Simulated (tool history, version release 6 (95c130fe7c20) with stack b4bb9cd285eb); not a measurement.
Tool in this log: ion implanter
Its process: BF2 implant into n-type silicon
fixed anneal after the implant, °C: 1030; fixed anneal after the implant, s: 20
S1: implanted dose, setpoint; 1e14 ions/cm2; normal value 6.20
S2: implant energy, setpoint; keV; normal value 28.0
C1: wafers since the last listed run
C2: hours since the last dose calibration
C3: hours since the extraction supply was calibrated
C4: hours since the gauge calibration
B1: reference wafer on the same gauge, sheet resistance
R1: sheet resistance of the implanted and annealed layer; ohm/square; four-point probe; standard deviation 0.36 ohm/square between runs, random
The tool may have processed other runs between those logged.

Run 1, hour 0.0: usual settings; C1 0; C2 1747.4; C3 2180.6; C4 117.3; B1 237.07. Result: R1 209.06 ohm/square.
Run 2, hour 11.3: usual settings; C1 133; C2 1758.7; C3 2191.9; C4 128.6; B1 237.06. Result: R1 209.77 ohm/square.
Run 3, hour 28.1: usual settings; C1 199; C2 1775.5; C3 2208.7; C4 145.4; B1 236.98. Result: R1 209.92 ohm/square.
Run 4, hour 40.4: usual settings; C1 145; C2 1787.8; C3 2221.0; C4 157.7; B1 236.93. Result: R1 210.13 ohm/square.
Run 5, hour 57.2: usual settings; C1 199; C2 1804.6; C3 2237.8; C4 174.5; B1 237.15. Result: R1 210.48 ohm/square.
Run 6, hour 68.0: usual settings; C1 127; C2 1815.4; C3 2248.6; C4 185.3; B1 237.10. Result: R1 210.41 ohm/square.
Run 7, hour 74.5: usual settings; C1 77; C2 1821.9; C3 2255.1; C4 191.8; B1 236.89. Result: R1 210.76 ohm/square.
Run 8, hour 89.0: usual settings but S1 6.98 1e14 ions/cm2; C1 171; C2 1836.4; C3 2269.6; C4 206.3; B1 236.97. Result: R1 191.72 ohm/square.
Run 9, hour 98.5: usual settings but S1 6.98 1e14 ions/cm2; C1 112; C2 1845.9; C3 2279.1; C4 215.8; B1 237.16. Result: R1 191.23 ohm/square.
Run 10, hour 116.1: usual settings; C1 208; C2 1863.5; C3 2296.7; C4 233.4; B1 237.00. Result: R1 209.78 ohm/square.
Run 11, hour 131.4: usual settings; C1 181; C2 1878.8; C3 2312.0; C4 248.7; B1 237.02. Result: R1 209.99 ohm/square.
Run 12, hour 138.7: usual settings; C1 86; C2 1886.1; C3 2319.3; C4 256.0; B1 237.02. Result: R1 209.94 ohm/square.
Run 13, hour 150.2: usual settings; C1 136; C2 1897.6; C3 2330.8; C4 267.5; B1 237.04. Result: R1 211.19 ohm/square.
Run 14, hour 165.8: usual settings; C1 184; C2 1913.2; C3 2346.4; C4 283.1; B1 237.09. Result: R1 210.83 ohm/square.
Run 15, hour 177.3: usual settings; C1 136; C2 1924.7; C3 2357.9; C4 294.6; B1 236.91. Result: R1 210.87 ohm/square.
At hour 194.6: extraction supply calibrated.
Run 16, hour 195.1: usual settings; C1 116; C2 1942.5; C3 0.5; C4 312.4; B1 237.04. Result: R1 210.57 ohm/square.
Run 17, hour 205.8: usual settings; C1 126; C2 1953.2; C3 11.2; C4 323.1; B1 236.99. Result: R1 210.77 ohm/square.
Run 18, hour 234.8: usual settings but S1 7.31 1e14 ions/cm2; C1 343; C2 1982.2; C3 40.2; C4 352.1; B1 237.05. Result: R1 185.62 ohm/square.
Run 19, hour 242.0: usual settings but S1 7.86 1e14 ions/cm2, S2 22.0 keV; C1 85; C2 1989.4; C3 47.4; C4 359.3; B1 237.08. Result: R1 186.17 ohm/square.
Run 20, hour 253.2: usual settings; C1 132; C2 2000.6; C3 58.6; C4 370.5; B1 237.07. Result: R1 211.69 ohm/square.
Run 21, hour 259.9: usual settings but S1 5.59 1e14 ions/cm2, S2 35.5 keV; C1 79; C2 2007.3; C3 65.3; C4 377.2; B1 236.88. Result: R1 223.33 ohm/square.
Run 22, hour 270.3: usual settings but S2 24.0 keV; C1 123; C2 2017.7; C3 75.7; C4 387.6; B1 237.00. Result: R1 215.73 ohm/square.
Run 23, hour 277.6: usual settings; C1 86; C2 2025.0; C3 83.0; C4 394.9; B1 237.01. Result: R1 211.45 ohm/square.
At hour 283.0: gauge calibrated.
Run 24, hour 284.6: usual settings but S1 5.15 1e14 ions/cm2, S2 21.0 keV; C1 82; C2 2032.0; C3 90.0; C4 1.6; B1 237.17. Result: R1 255.25 ohm/square.
Run 25, hour 291.4: usual settings but S2 37.0 keV; C1 80; C2 2038.8; C3 96.8; C4 8.4; B1 236.99. Result: R1 204.02 ohm/square.
Run 26, hour 298.6: usual settings but S1 4.50 1e14 ions/cm2, S2 33.0 keV; C1 85; C2 2046.0; C3 104.0; C4 15.6; B1 236.93. Result: R1 271.25 ohm/square.
Run 27, hour 314.7: usual settings but S1 6.86 1e14 ions/cm2, S2 36.5 keV; C1 190; C2 2062.1; C3 120.1; C4 31.7; B1 237.15. Result: R1 187.73 ohm/square.
At hour 329.2: Faraday cup replaced and dose calibrated.
Run 28, hour 329.7: usual settings but S1 4.35 1e14 ions/cm2; C1 82; C2 0.5; C3 135.1; C4 46.7; B1 236.98. Result: R1 275.42 ohm/square.
Run 29, hour 341.3: usual settings; C1 137; C2 12.1; C3 146.7; C4 58.3; B1 236.94. Result: R1 205.74 ohm/square.
Run 30, hour 355.5: usual settings but S1 5.11 1e14 ions/cm2, S2 22.5 keV; C1 168; C2 26.3; C3 160.9; C4 72.5; B1 237.01. Result: R1 248.05 ohm/square.
Run 31, hour 361.9: usual settings; C1 75; C2 32.7; C3 167.3; C4 78.9; B1 236.87. Result: R1 205.89 ohm/square.
Run 32, hour 373.4: usual settings but S1 7.63 1e14 ions/cm2; C1 136; C2 44.2; C3 178.8; C4 90.4; B1 236.93. Result: R1 176.14 ohm/square.
Run 33, hour 388.5: usual settings but S1 4.94 1e14 ions/cm2, S2 18.5 keV; C1 178; C2 59.3; C3 193.9; C4 105.5; B1 237.00. Result: R1 262.92 ohm/square.
Run 34, hour 403.8: usual settings but S1 7.16 1e14 ions/cm2; C1 181; C2 74.6; C3 209.2; C4 120.8; B1 237.13. Result: R1 184.44 ohm/square.
Run 35, hour 413.1: usual settings but S1 5.29 1e14 ions/cm2, S2 32.5 keV; C1 110; C2 83.9; C3 218.5; C4 130.1; B1 236.97. Result: R1 230.04 ohm/square.
Run 36, hour 425.1: usual settings but S2 23.0 keV; C1 142; C2 95.9; C3 230.5; C4 142.1; B1 236.84. Result: R1 213.45 ohm/square.

Hidden state or all else? Some run-to-run changes of R1, split into what the settings, what came in and random variation would give without the hidden state, and what is left for the hidden state (with any gauge scatter that isn't in both results):
Hidden conditions of the tool in this case: deviation of the true dose from the Faraday cup's reading, %; deviation of the true energy from its setpoint, %; gauge reads high (%).
Run 25 -> 26: S1 6.20 -> 4.50, S2 37.0 -> 33.0. R1 +67.23 ohm/square: hidden state +1.83, all else +65.40.
Run 26 -> 27: S1 4.50 -> 6.86, S2 33.0 -> 36.5. R1 -83.52 ohm/square: hidden state -2.18, all else -81.34.
Run 27 -> 28: S1 6.86 -> 4.35, S2 36.5 -> 28.0, Faraday cup replaced and dose calibrated. R1 +87.69 ohm/square: hidden state -5.21, all else +92.90.
Run 32 -> 33: S1 7.63 -> 4.94, S2 28.0 -> 18.5. R1 +86.78 ohm/square: hidden state -0.12, all else +86.90.
